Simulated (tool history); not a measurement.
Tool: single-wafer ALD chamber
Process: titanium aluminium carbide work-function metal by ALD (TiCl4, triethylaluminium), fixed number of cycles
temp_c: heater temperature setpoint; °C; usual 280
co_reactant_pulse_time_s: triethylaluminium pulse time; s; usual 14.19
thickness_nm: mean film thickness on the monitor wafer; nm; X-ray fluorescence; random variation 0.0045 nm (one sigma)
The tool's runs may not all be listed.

| run | hour | temp_c | co_reactant_pulse_time_s | read-back reference wafer on the same gauge, thickness_nm | thickness_nm |
|---|---|---|---|---|---|
| 1 | 0 | 287 | 14.19 | 1.981 | 1.907 |
| 2 | 15.8 | 280 | 10.1 | 1.979 | 1.814 |
| 3 | 52.7 | 280 | 10.1 | 1.981 | 1.822 |
| 4 | 69.9 | 280 | 10.1 | 1.979 | 1.817 |
| 5 | 80.8 | 276 | 16.6 | 1.979 | 1.808 |
| 6 | 93.4 | 280 | 14.19 | 1.98 | 1.838 |
| 7 | 100.8 | 280 | 15.84 | 1.98 | 1.832 |
| 8 | 146.4 | 280 | 15.84 | 1.98 | 1.838 |
| 9 | 156.2 | 280 | 15.84 | 1.978 | 1.839 |
| 10 | 190.8 | 280 | 14.19 | 1.98 | 1.838 |
| 11 | 239.9 | 280 | 14.19 | 1.981 | 1.845 |
| 12 | 254.3 | 280 | 14.19 | 1.982 | 1.832 |
| 13 | 265.1 | 290 | 11.14 | 1.98 | 1.919 |
| 14 | 278.7 | 287 | 11.94 | 1.979 | 1.901 |
| 15 | 293.4 | 280 | 14.19 | 1.979 | 1.838 |
| 16 | 307.8 | 286 | 17.09 | 1.981 | 1.904 |
| 17 | 316.5 | 280 | 14.19 | 1.979 | 1.842 |
| 18 | 367.5 | 269 | 19.56 | 1.98 | 1.737 |
| 19 | 379.4 | 285 | 17.39 | 1.98 | 1.89 |
| 20 | 390.1 | 280 | 10.43 | 1.979 | 1.822 |
| 21 | 407.5 | 280 | 14.19 | 1.978 | 1.827 |
| 22 | 415.8 | 287 | 12.28 | 1.978 | 1.903 |
| 23 | 427.8 | 266 | 12.3 | 1.98 | 1.693 |
| 24 | 438.1 | 284 | 9.25 | 1.981 | 1.864 |
| 25 | 451 | 269 | 16.09 | 1.981 | 1.743 |
| 26 | 466 | 269 | 18.51 | 1.979 | 1.742 |
| 27 | 482.7 | 280 | 14.19 | 1.981 | 1.842 |
| 28 | 492.6 | 280 | 14.19 | 1.98 | 1.833 |
| 29 | 507.4 | 280 | 10.1 | 1.979 | 1.824 |
| 30 | 543.8 | 272 | 17.47 | 1.979 | 1.761 |
| 31 | 559.8 | 268 | 8.66 | 1.979 | 1.701 |
| 32 | 566.8 | 280 | 19.63 | 1.982 | 1.842 |
| 33 | 578.3 | 280 | 14.19 | 1.978 | 1.843 |

Taken out of this log: 4 entries between the listed runs. Where each belongs, and how the hidden state differs across it:
Between runs 7 and 8: triethylaluminium bottle replaced (hour 131.4); thermocouple changed; heater temperature recalibrated (hour 134.8); showerhead replaced (hour 136.1)
  no hidden state differs between the two runs
Between runs 19 and 20: gauge calibrated (hour 380.6)
  no hidden state differs between the two runs
